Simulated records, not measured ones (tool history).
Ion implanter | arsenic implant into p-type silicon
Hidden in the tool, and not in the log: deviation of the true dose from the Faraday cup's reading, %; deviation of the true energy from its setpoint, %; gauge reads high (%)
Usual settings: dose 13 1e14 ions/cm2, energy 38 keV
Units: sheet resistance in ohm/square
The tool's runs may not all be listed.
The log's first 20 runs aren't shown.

| run | day | dose | energy | wafers since the last listed run | hours since the last dose calibration | hours since the extraction supply was calibrated | hours since the gauge calibration | read-back reference wafer on the same gauge, sheet resistance | sheet resistance |
|---|---|---|---|---|---|---|---|---|---|
| 21 | 38.25 | 10.16 | 38 | 875 | 1314.8 | 78.1 | 136.6 | 83.99 | 111.9 |
| 22 | 39.542 | 13 | 38 | 883 | 1345.8 | 109.1 | 167.6 | 84 | 99.41 |
|  | 41.446 | Faraday cup replaced and dose calibrated |
| 23 | 41.942 | 11.61 | 31 | 1413 | 11.9 | 166.7 | 225.2 | 83.97 | 113.38 |
| 24 | 43.617 | 16.24 | 30 | 1145 | 52.1 | 206.9 | 265.4 | 84.02 | 103.09 |
| 25 | 44.658 | 16.84 | 43.5 | 712 | 77.1 | 231.9 | 290.4 | 83.94 | 86.47 |
| 26 | 47.462 | 11.07 | 45 | 1918 | 144.4 | 299.2 | 357.7 | 83.94 | 102.13 |
| 27 | 50.146 | 15.94 | 41.5 | 1835 | 208.8 | 363.6 | 422.1 | 83.97 | 89.43 |
| 28 | 51.933 | 11.35 | 25 | 1222 | 251.7 | 406.5 | 465 | 83.88 | 123.8 |
| 29 | 53.325 | 13 | 38 | 951 | 285.1 | 439.9 | 498.4 | 83.94 | 99.79 |
| 30 | 54.746 | 14.6 | 38 | 971 | 319.2 | 474 | 532.5 | 84.11 | 95.16 |

Forecast each of these 5 alternatives for the next run:
| A | 54.762 | 9.91 | 38 | 11 | 319.6 | 474.4 | 532.9 | ? | ? |
| B | 54.762 | 10 | 28 | 11 | 319.6 | 474.4 | 532.9 | ? | ? |
| C | 54.762 | 13 | 47.5 | 11 | 319.6 | 474.4 | 532.9 | ? | ? |
| D | 54.762 | 16.59 | 46 | 11 | 319.6 | 474.4 | 532.9 | ? | ? |
| E | 54.762 | 14.58 | 29 | 11 | 319.6 | 474.4 | 532.9 | ? | ? |

| run | read-back reference wafer on the same gauge, sheet resistance | sheet resistance |
|---|---|---|
| A | 84 | 113.57 |
| B | 84 | 125.08 |
| C | 84 | 91.89 |
| D | 84 | 84.14 |
| E | 84 | 107.26 |
Without the tool's hidden state the same runs would have given:
| run | sheet resistance |
|---|---|
| A | 115.08 |
| B | 126.45 |
| C | 92.93 |
| D | 84.84 |
| E | 108 |

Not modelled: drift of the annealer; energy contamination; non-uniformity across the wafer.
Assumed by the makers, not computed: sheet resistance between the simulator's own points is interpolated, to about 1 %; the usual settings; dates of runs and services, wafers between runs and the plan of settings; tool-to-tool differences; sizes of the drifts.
